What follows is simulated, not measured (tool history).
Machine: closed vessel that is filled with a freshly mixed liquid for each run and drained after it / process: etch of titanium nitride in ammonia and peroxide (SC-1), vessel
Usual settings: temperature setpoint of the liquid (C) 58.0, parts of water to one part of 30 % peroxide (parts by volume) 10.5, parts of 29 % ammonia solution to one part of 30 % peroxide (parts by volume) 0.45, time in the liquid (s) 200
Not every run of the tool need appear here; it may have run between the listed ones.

run	hour	temperature setpoint of the liquid (C)	parts of water to one part of 30 % peroxide (parts by volume)	parts of 29 % ammonia solution to one part of 30 % peroxide (parts by volume)	time in the liquid (s)	wafers since the last listed run	hours since the thermometer was replaced	hours since the ammonia flow meter was replaced	hours since the drum of ammonia solution was connected	hours since the gauge calibration	read-back film thickness of the titanium nitride reference wafer, read on the same gauge (nm)	thickness taken off the titanium nitride on a monitor wafer (angstrom)
1	0.0	58.0	7.0	0.45	150	0	226.6	982.7	352.1	1061.8	120.00	139.9
2	24.2	58.0	10.5	0.45	200	1347	250.8	1006.9	376.3	1086.0	120.01	153.7
3	52.2	58.0	10.5	0.45	200	1559	278.8	1034.9	404.3	1114.0	119.99	153.5
4	77.4	58.0	10.5	0.45	200	1403	304.0	1060.1	429.5	1139.2	120.00	154.3
5	110.5	58.0	12.0	0.25	255	1843	337.1	1093.2	462.6	1172.3	120.02	162.6
6	127.1	58.0	14.0	0.60	155	924	353.7	1109.8	479.2	1188.9	120.00	108.6
7	143.0	58.0	13.5	0.45	120	885	369.6	1125.7	495.1	1204.8	120.01	81.8
8	171.5	58.0	10.5	0.45	200	1587	398.1	1154.2	523.6	1233.3	120.00	155.6
9	193.6	58.0	15.5	0.45	300	1230	420.2	1176.3	545.7	1255.4	120.02	189.6
10	220.4	66.0	10.5	0.35	200	1492	447.0	1203.1	572.5	1282.2	119.99	250.0
# hour 229.3: new drum of ammonia solution connected
11	233.8	63.0	8.5	0.45	200	690	460.4	1216.5	4.5	1295.6	119.99	238.0
12	268.0	58.0	10.5	0.30	85	1904	494.6	1250.7	38.7	1329.8	120.02	61.8
# hour 271.5: thermometer replaced
13	347.9	58.0	10.5	0.45	200	4393	76.4	1330.6	118.6	1409.7	120.00	150.1
# hour 354.2: gauge calibrated
# hour 354.5: ammonia flow meter replaced
14	379.4	58.0	5.5	0.60	140	1698	107.9	24.9	150.1	25.2	120.00	151.4
15	404.8	58.0	13.0	0.45	200	1414	133.3	50.3	175.5	50.6	120.00	133.7
16	418.7	51.0	10.5	0.45	145	774	147.2	64.2	189.4	64.5	120.00	68.0
17	443.9	58.0	10.5	0.45	200	1403	172.4	89.4	214.6	89.7	120.01	151.5
18	476.4	58.0	10.5	0.45	200	1809	204.9	121.9	247.1	122.2	120.00	150.6
19	504.8	67.0	6.5	0.45	200	1581	233.3	150.3	275.5	150.6	120.00	348.3
20	529.5	54.5	13.0	0.45	200	1375	258.0	175.0	300.2	175.3	119.98	107.4
21	551.1	58.0	10.5	0.45	200	1202	279.6	196.6	321.8	196.9	120.01	152.2
22	565.6	58.0	14.0	0.45	200	807	294.1	211.1	336.3	211.4	119.98	132.5
23	596.6	58.0	10.5	0.45	100	1726	325.1	242.1	367.3	242.4	120.01	77.1
24	620.6	55.5	10.5	0.40	240	1336	349.1	266.1	391.3	266.4	120.01	152.6
25	642.0	58.0	10.5	0.45	200	1191	370.5	287.5	412.7	287.8	120.03	152.8
26	672.3	58.0	10.5	0.45	200	1687	400.8	317.8	443.0	318.1	120.00	154.4
27	698.3	58.0	10.5	0.45	155	1447	426.8	343.8	469.0	344.1	119.98	119.5

How would selected steps in thickness taken off the titanium nitride on a monitor wafer (angstrom) from run to run divide? Give the signed amount a tool lacking its hidden state would still show from settings, what came in and random variation, and the signed amount left for the hidden state, including any gauge scatter that is not in both of the compared results.
What the log doesn't record here: liquid hotter than its thermometer reads (K); ammonia flow above the setpoint (%); ammonia solution weaker than its label (%); gauge reads high (%).
Run 11 -> 12: temperature setpoint of the liquid (C) 63.0 -> 58.0, parts of water to one part of 30 % peroxide (parts by volume) 8.5 -> 10.5, parts of 29 % ammonia solution to one part of 30 % peroxide (parts by volume) 0.45 -> 0.30, time in the liquid (s) 200 -> 85. thickness taken off the titanium nitride on a monitor wafer (angstrom) -176.2: hidden state -6.0, all else -170.2.
Run 18 -> 19: temperature setpoint of the liquid (C) 58.0 -> 67.0, parts of water to one part of 30 % peroxide (parts by volume) 10.5 -> 6.5. thickness taken off the titanium nitride on a monitor wafer (angstrom) +197.7: hidden state +3.8, all else +193.9.
Run 19 -> 20: temperature setpoint of the liquid (C) 67.0 -> 54.5, parts of water to one part of 30 % peroxide (parts by volume) 6.5 -> 13.0. thickness taken off the titanium nitride on a monitor wafer (angstrom) -240.9: hidden state -4.1, all else -236.8.
